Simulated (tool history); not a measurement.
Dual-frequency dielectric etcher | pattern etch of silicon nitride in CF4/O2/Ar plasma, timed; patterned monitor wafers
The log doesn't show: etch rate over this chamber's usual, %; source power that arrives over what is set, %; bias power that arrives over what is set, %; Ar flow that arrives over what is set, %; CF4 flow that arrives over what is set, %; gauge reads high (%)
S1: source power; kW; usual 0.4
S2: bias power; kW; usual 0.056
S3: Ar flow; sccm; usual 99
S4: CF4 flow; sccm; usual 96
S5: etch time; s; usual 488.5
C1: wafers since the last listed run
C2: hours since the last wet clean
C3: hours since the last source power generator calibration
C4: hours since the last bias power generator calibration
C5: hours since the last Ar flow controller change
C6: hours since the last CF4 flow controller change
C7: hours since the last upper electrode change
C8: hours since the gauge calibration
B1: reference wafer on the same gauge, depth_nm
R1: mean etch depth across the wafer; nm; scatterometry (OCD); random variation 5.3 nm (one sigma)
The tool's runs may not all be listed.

run     day    S1     S2   S3   S4     S5    C1     C2      C3      C4      C5      C6      C7      C8     B1      R1
  1       0   0.4  0.056   99   96  488.5     0  542.6  3477.1    1184  1554.7  2052.6  3026.8  2507.2  900.1     783
      2.792  -- upper electrode replaced
  2   2.812   0.4  0.056   99   96    415   187  610.1  3544.6  1251.5  1622.2  2120.1     0.5  2574.7  899.7   664.6
  3   3.992   0.4  0.056   99   96    415   121  638.4  3572.9  1279.8  1650.5  2148.4    28.8    2603  902.8   659.8
      5.679  -- wet clean of the chamber
  4   5.725   0.4  0.056  116   96  488.5    75    1.1  3614.5  1321.4  1692.1    2190    70.4  2644.6  901.8   796.6
  5   9.321   0.4  0.056   99   96  488.5   371   87.4  3700.8  1407.7  1778.4  2276.3   156.7  2730.9  903.6   815.4
     11.742  -- gauge calibrated
  6  22.154  0.49  0.069  105   96    566  1326  395.4  4008.8  1715.7  2086.4  2584.3   464.7   249.9  903.2  1253.5
  7  26.321   0.4  0.056   99   96  488.5   430  495.4  4108.8  1815.7  2186.4  2684.3   564.7   349.9  904.2   790.2
     28.817  -- source power generator calibrated
  8  29.096   0.4  0.056  106   96  488.5   269    562     6.7  1882.3    2253  2750.9   631.3   416.5  901.3   783.5
     30.662  -- wet clean of the chamber
  9  31.517   0.4  0.056   99   96  488.5   146   20.5    64.8  1940.4  2311.1    2809   689.4   474.6    903   820.7
     31.925  -- Ar flow controller replaced
 10  33.442  0.45  0.052   99  105  488.5   173   66.7     111  1986.6    36.4  2855.2   735.6   520.8  902.8   894.8
 11  36.646   0.4  0.043   99   96  573.5   331  143.6   187.9  2063.5   113.3  2932.1   812.5   597.7  898.8   816.8
 12  40.538  0.47  0.043   99   96    389   402    237   281.3  2156.9   206.7  3025.5   905.9   691.1  900.5   651.2
     43.879  -- CF4 flow controller replaced
     44.521  -- bias power generator calibrated
 13  44.542   0.4  0.056  106   96  616.5   370  333.1   377.4     0.5   302.8    15.9    1002   787.2  901.5  1015.5
 14   48.15   0.4  0.056   99   81  350.5   372  419.7     464    87.1   389.4   102.5  1088.6   873.8  904.6   574.8
 15    51.2   0.4  0.066  109   96  488.5   315  492.9   537.2   160.3   462.6   175.7  1161.8     947    903     877
 16  53.683  0.47  0.062   85  114  488.5   256  552.5   596.8   219.9   522.2   235.3  1221.4  1006.6  902.4  1037.8
 17   56.85   0.4  0.056   99   78  397.5   327  628.5   672.8   295.9   598.2   311.3  1297.4  1082.6    903   638.8
 18  59.233   0.4   0.05   99   96  488.5   246  685.7     730   353.1   655.4   368.5  1354.6  1139.8  900.8   756.1
     61.158  -- wet clean of the chamber
 19  62.671   0.4  0.056   99   88  488.5   251   36.3   812.5   435.6   737.9     451  1437.1  1222.3  901.7   825.4
 20  72.896   0.4  0.056  115   96  488.5  1056  281.7  1057.9     681   983.3   696.4  1682.5  1467.7  903.7   790.7
 21  75.842   0.4  0.056   99   96  488.5   304  352.4  1128.6   751.7    1054   767.1  1753.2  1538.4  902.1   808.9

Forecast each of these 4 alternatives for the next run:
  A  75.867   0.4  0.056  99   96  488.5   2  353  1129.2  752.3  1054.6  767.7  1753.8  1539   ?   ?
  B  75.867   0.4  0.056  99   76  488.5   2  353  1129.2  752.3  1054.6  767.7  1753.8  1539   ?   ?
  C  75.867   0.4  0.066  81  106  488.5   2  353  1129.2  752.3  1054.6  767.7  1753.8  1539   ?   ?
  D  75.867  0.47  0.056  99   96  488.5   2  353  1129.2  752.3  1054.6  767.7  1753.8  1539   ?   ?

run     B1     R1
  A  902.2  803.2
  B  902.2  787.9
  C  902.2  907.3
  D  902.2  948.7
Without the tool's hidden state the same runs would have given:
run     R1
  A  834.7
  B  819.1
  C  942.9
  D  985.8

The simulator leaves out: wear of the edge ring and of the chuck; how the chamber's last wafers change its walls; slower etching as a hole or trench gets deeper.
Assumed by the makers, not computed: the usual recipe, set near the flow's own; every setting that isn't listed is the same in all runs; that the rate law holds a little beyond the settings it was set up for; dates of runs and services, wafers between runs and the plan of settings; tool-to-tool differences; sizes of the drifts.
